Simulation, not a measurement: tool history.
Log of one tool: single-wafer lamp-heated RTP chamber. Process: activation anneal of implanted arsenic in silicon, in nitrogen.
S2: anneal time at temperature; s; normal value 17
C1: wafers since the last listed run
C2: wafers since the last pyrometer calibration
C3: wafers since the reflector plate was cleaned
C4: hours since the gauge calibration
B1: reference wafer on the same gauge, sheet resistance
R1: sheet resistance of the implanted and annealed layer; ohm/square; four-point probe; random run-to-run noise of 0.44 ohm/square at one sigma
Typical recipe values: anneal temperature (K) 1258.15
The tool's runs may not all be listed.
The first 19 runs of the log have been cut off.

{"run": 20, "day": 19.512, "anneal temperature (K)": 1281.15, "S2": 10, "C1": 395, "C2": 1293, "C3": 2017, "C4": 1326.7, "B1": 263.01, "R1": 296.66}
{"run": 21, "day": 20.867, "anneal temperature (K)": 1258.15, "S2": 17, "C1": 680, "C2": 1973, "C3": 2698, "C4": 1359.2, "B1": 262.99, "R1": 296.56}
{"run": 22, "day": 21.742, "anneal temperature (K)": 1267.15, "S2": 9, "C1": 439, "C2": 2413, "C3": 3137, "C4": 1380.2, "B1": 263, "R1": 298.81}
{"day": 22.875, "done": "gauge calibrated"}
{"run": 23, "day": 23.071, "anneal temperature (K)": 1258.15, "S2": 17, "C1": 667, "C2": 3081, "C3": 3805, "C4": 4.7, "B1": 263.01, "R1": 296.16}
{"run": 24, "day": 24.238, "anneal temperature (K)": 1247.15, "S2": 26, "C1": 586, "C2": 3667, "C3": 4391, "C4": 32.7, "B1": 263.01, "R1": 295.01}
{"run": 25, "day": 25.121, "anneal temperature (K)": 1258.15, "S2": 24, "C1": 443, "C2": 4111, "C3": 4835, "C4": 53.9, "B1": 263, "R1": 294.49}
{"run": 26, "day": 26.367, "anneal temperature (K)": 1247.15, "S2": 23, "C1": 626, "C2": 4737, "C3": 5461, "C4": 83.8, "B1": 262.97, "R1": 296.46}
{"run": 27, "day": 27.554, "anneal temperature (K)": 1258.15, "S2": 17, "C1": 596, "C2": 5333, "C3": 6058, "C4": 112.3, "B1": 263.03, "R1": 296.16}
{"day": 28.162, "done": "pyrometer window cleaned and pyrometer calibrated"}
{"run": 28, "day": 28.996, "anneal temperature (K)": 1231.15, "S2": 8, "C1": 556, "C2": 418, "C3": 6615, "C4": 146.9, "B1": 263.04, "R1": 302.68}
{"run": 29, "day": 30.454, "anneal temperature (K)": 1287.15, "S2": 17, "C1": 732, "C2": 1151, "C3": 7348, "C4": 181.9, "B1": 262.9, "R1": 292.43}
{"run": 30, "day": 31.5, "anneal temperature (K)": 1241.15, "S2": 20, "C1": 525, "C2": 1677, "C3": 7873, "C4": 207, "B1": 263.04, "R1": 296.58}
{"run": 31, "day": 32.483, "anneal temperature (K)": 1279.15, "S2": 27, "C1": 494, "C2": 2171, "C3": 8367, "C4": 230.6, "B1": 263.01, "R1": 290.98}
{"run": 32, "day": 33.021, "anneal temperature (K)": 1284.15, "S2": 9, "C1": 270, "C2": 2441, "C3": 8637, "C4": 243.5, "B1": 262.92, "R1": 296.79}
{"run": 33, "day": 33.533, "anneal temperature (K)": 1258.15, "S2": 17, "C1": 257, "C2": 2698, "C3": 8895, "C4": 255.8, "B1": 263.01, "R1": 295.98}
{"run": 34, "day": 34.925, "anneal temperature (K)": 1258.15, "S2": 17, "C1": 699, "C2": 3398, "C3": 9594, "C4": 289.2, "B1": 262.99, "R1": 296.2}
{"run": 35, "day": 35.817, "anneal temperature (K)": 1274.15, "S2": 27, "C1": 448, "C2": 3846, "C3": 10042, "C4": 310.6, "B1": 262.96, "R1": 292.06}
{"run": 36, "day": 37.15, "anneal temperature (K)": 1278.15, "S2": 20, "C1": 669, "C2": 4516, "C3": 10712, "C4": 342.6, "B1": 263.06, "R1": 293.67}

Forecast each of these 5 alternatives for the next run:
{"run": "A", "day": 37.167, "anneal temperature (K)": 1258.15, "S2": 17, "C1": 8, "C2": 4524, "C3": 10720, "C4": 343, "B1": "?", "R1": "?"}
{"run": "B", "day": 37.167, "anneal temperature (K)": 1269.15, "S2": 10, "C1": 8, "C2": 4524, "C3": 10720, "C4": 343, "B1": "?", "R1": "?"}
{"run": "C", "day": 37.167, "anneal temperature (K)": 1230.15, "S2": 11, "C1": 8, "C2": 4524, "C3": 10720, "C4": 343, "B1": "?", "R1": "?"}
{"run": "D", "day": 37.167, "anneal temperature (K)": 1231.15, "S2": 24, "C1": 8, "C2": 4524, "C3": 10720, "C4": 343, "B1": "?", "R1": "?"}
{"run": "E", "day": 37.167, "anneal temperature (K)": 1258.15, "S2": 27, "C1": 8, "C2": 4524, "C3": 10720, "C4": 343, "B1": "?", "R1": "?"}

run=A B1=262.92 R1=295.87
run=B B1=262.92 R1=297.46
run=C B1=262.92 R1=300.69
run=D B1=262.92 R1=296.8
run=E B1=262.92 R1=293.51
Take away the tool's hidden state, keep each run's random variation, and the runs would have read:
run=A R1=295.87
run=B R1=297.46
run=C R1=300.69
run=D R1=296.8
run=E R1=293.51
